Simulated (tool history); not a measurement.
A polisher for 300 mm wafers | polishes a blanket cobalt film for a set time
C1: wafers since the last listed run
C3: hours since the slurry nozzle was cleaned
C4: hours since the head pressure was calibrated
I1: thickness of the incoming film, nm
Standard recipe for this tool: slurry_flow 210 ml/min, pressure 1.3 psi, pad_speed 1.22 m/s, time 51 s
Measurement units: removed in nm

run 1 hour=0 | slurry_flow=210 pressure=1.3 pad_speed=1.22 time=51 | C1=0 wafers_polished_on_this_pad=7 C3=83.6 C4=799.5 | I1=1304.9 | removed=203.3
run 2 hour=18.4 | slurry_flow=210 pressure=1.3 pad_speed=1.22 time=51 | C1=246 wafers_polished_on_this_pad=253 C3=102 C4=817.9 | I1=1285.9 | removed=204.9
run 3 hour=30.7 | slurry_flow=210 pressure=1.3 pad_speed=1.22 time=51 | C1=164 wafers_polished_on_this_pad=418 C3=114.3 C4=830.2 | I1=1289.4 | removed=204.5
run 4 hour=62.5 | slurry_flow=210 pressure=1.3 pad_speed=1.22 time=51 | C1=426 wafers_polished_on_this_pad=844 C3=146.1 C4=862 | I1=1275.3 | removed=204.3
run 5 hour=97.3 | slurry_flow=210 pressure=1.3 pad_speed=1.22 time=51 | C1=466 wafers_polished_on_this_pad=1311 C3=180.9 C4=896.8 | I1=1309.7 | removed=202
run 6 hour=115.6 | slurry_flow=210 pressure=1.3 pad_speed=1.22 time=51 | C1=245 wafers_polished_on_this_pad=1556 C3=199.2 C4=915.1 | I1=1303.7 | removed=202.3
run 7 hour=138.2 | slurry_flow=210 pressure=1.3 pad_speed=1.22 time=51 | C1=302 wafers_polished_on_this_pad=1859 C3=221.8 C4=937.7 | I1=1283.8 | removed=202.5
run 8 hour=155.5 | slurry_flow=210 pressure=1.3 pad_speed=1.22 time=51 | C1=231 wafers_polished_on_this_pad=2091 C3=239.1 C4=955 | I1=1297.2 | removed=202.7
run 9 hour=175.1 | slurry_flow=210 pressure=1.3 pad_speed=1.22 time=51 | C1=262 wafers_polished_on_this_pad=2354 C3=258.7 C4=974.6 | I1=1298.6 | removed=203.6
-- hour=193 head pressure recalibrated
-- hour=207.9 slurry nozzle cleaned
run 10 hour=208.3 | slurry_flow=210 pressure=1.3 pad_speed=1.22 time=51 | C1=404 wafers_polished_on_this_pad=2759 C3=0.4 C4=15.3 | I1=1281.3 | removed=210.1
run 11 hour=240.4 | slurry_flow=210 pressure=1.3 pad_speed=1.22 time=51 | C1=430 wafers_polished_on_this_pad=3189 C3=32.5 C4=47.4 | I1=1293.4 | removed=204.8
-- hour=254.9 worn pad replaced by a new one
run 12 hour=271.1 | slurry_flow=210 pressure=1.3 pad_speed=1.22 time=51 | C1=357 wafers_polished_on_this_pad=217 C3=63.2 C4=78.1 | I1=1311.6 | removed=203.8
run 13 hour=299.7 | slurry_flow=210 pressure=1.3 pad_speed=1.22 time=51 | C1=383 wafers_polished_on_this_pad=601 C3=91.8 C4=106.7 | I1=1301.4 | removed=204.1
run 14 hour=324.6 | slurry_flow=210 pressure=1.3 pad_speed=1.22 time=51 | C1=333 wafers_polished_on_this_pad=934 C3=116.7 C4=131.6 | I1=1294.5 | removed=202.1
run 15 hour=339.2 | slurry_flow=210 pressure=0.8 pad_speed=1.22 time=39 | C1=195 wafers_polished_on_this_pad=1130 C3=131.3 C4=146.2 | I1=1297.3 | removed=118
run 16 hour=352 | slurry_flow=210 pressure=1.3 pad_speed=1.22 time=36 | C1=171 wafers_polished_on_this_pad=1302 C3=144.1 C4=159 | I1=1313.2 | removed=143.3
run 17 hour=369.9 | slurry_flow=275 pressure=1.3 pad_speed=1.22 time=65 | C1=239 wafers_polished_on_this_pad=1542 C3=162 C4=176.9 | I1=1300.4 | removed=267.5
run 18 hour=398.8 | slurry_flow=210 pressure=1.3 pad_speed=1.5 time=37 | C1=387 wafers_polished_on_this_pad=1929 C3=190.9 C4=205.8 | I1=1279.7 | removed=180.4
run 19 hour=424.5 | slurry_flow=210 pressure=1.3 pad_speed=1.02 time=51 | C1=344 wafers_polished_on_this_pad=2274 C3=216.6 C4=231.5 | I1=1279.5 | removed=169.5
run 20 hour=454.7 | slurry_flow=210 pressure=1.3 pad_speed=1.22 time=39 | C1=404 wafers_polished_on_this_pad=2678 C3=246.8 C4=261.7 | I1=1293.4 | removed=153.1
-- hour=471 worn pad replaced by a new one
run 21 hour=471.5 | slurry_flow=210 pressure=1.3 pad_speed=1.38 time=51 | C1=171 wafers_polished_on_this_pad=7 C3=263.6 C4=278.5 | I1=1302.9 | removed=228.7
run 22 hour=482.1 | slurry_flow=210 pressure=1.1 pad_speed=1.22 time=51 | C1=142 wafers_polished_on_this_pad=149 C3=274.2 C4=289.1 | I1=1299.1 | removed=182.3
-- hour=485.2 slurry nozzle cleaned
run 23 hour=505.5 | slurry_flow=210 pressure=1.3 pad_speed=1.22 time=51 | C1=300 wafers_polished_on_this_pad=449 C3=20.3 C4=312.5 | I1=1289.7 | removed=205.7
run 24 hour=537.2 | slurry_flow=210 pressure=1.3 pad_speed=1.22 time=35 | C1=424 wafers_polished_on_this_pad=874 C3=52 C4=344.2 | I1=1279.8 | removed=140.3
run 25 hour=557.8 | slurry_flow=210 pressure=1.3 pad_speed=1.22 time=51 | C1=276 wafers_polished_on_this_pad=1150 C3=72.6 C4=364.8 | I1=1277.6 | removed=201.1
run 26 hour=589.5 | slurry_flow=260 pressure=1.7 pad_speed=1.22 time=38 | C1=424 wafers_polished_on_this_pad=1575 C3=104.3 C4=396.5 | I1=1283.4 | removed=186.5
run 27 hour=616.1 | slurry_flow=210 pressure=1.3 pad_speed=1.38 time=51 | C1=356 wafers_polished_on_this_pad=1932 C3=130.9 C4=423.1 | I1=1263.9 | removed=227.3
run 28 hour=628.5 | slurry_flow=210 pressure=1.3 pad_speed=1.22 time=44 | C1=166 wafers_polished_on_this_pad=2098 C3=143.3 C4=435.5 | I1=1284.1 | removed=175.7
run 29 hour=660.8 | slurry_flow=230 pressure=1.3 pad_speed=0.96 time=38 | C1=433 wafers_polished_on_this_pad=2531 C3=175.6 C4=467.8 | I1=1272.8 | removed=118.3
run 30 hour=694.7 | slurry_flow=210 pressure=1.5 pad_speed=1.58 time=51 | C1=454 wafers_polished_on_this_pad=2985 C3=209.5 C4=501.7 | I1=1296.5 | removed=284
run 31 hour=709 | slurry_flow=210 pressure=1.3 pad_speed=1.02 time=44 | C1=191 wafers_polished_on_this_pad=3177 C3=223.8 C4=516 | I1=1281.4 | removed=143.5
-- hour=742 worn pad replaced by a new one
-- hour=743.7 slurry nozzle cleaned
run 32 hour=744.6 | slurry_flow=255 pressure=1 pad_speed=1.22 time=65 | C1=410 wafers_polished_on_this_pad=21 C3=0.9 C4=551.6 | I1=1271.8 | removed=231.6
run 33 hour=763.9 | slurry_flow=255 pressure=1 pad_speed=1.22 time=43 | C1=258 wafers_polished_on_this_pad=280 C3=20.2 C4=570.9 | I1=1276.6 | removed=153.3

Predict the results of run 34:
run 34 hour=849.7 | slurry_flow=210 pressure=1.8 pad_speed=0.96 time=59 | C1=1150 wafers_polished_on_this_pad=1430 C3=106 C4=656.7 | I1=1312.5 | removed=?

removed: 230 nm
Were there no unlogged condition in the tool, this run, its random variation unchanged, would have produced removed 235.6 nm.
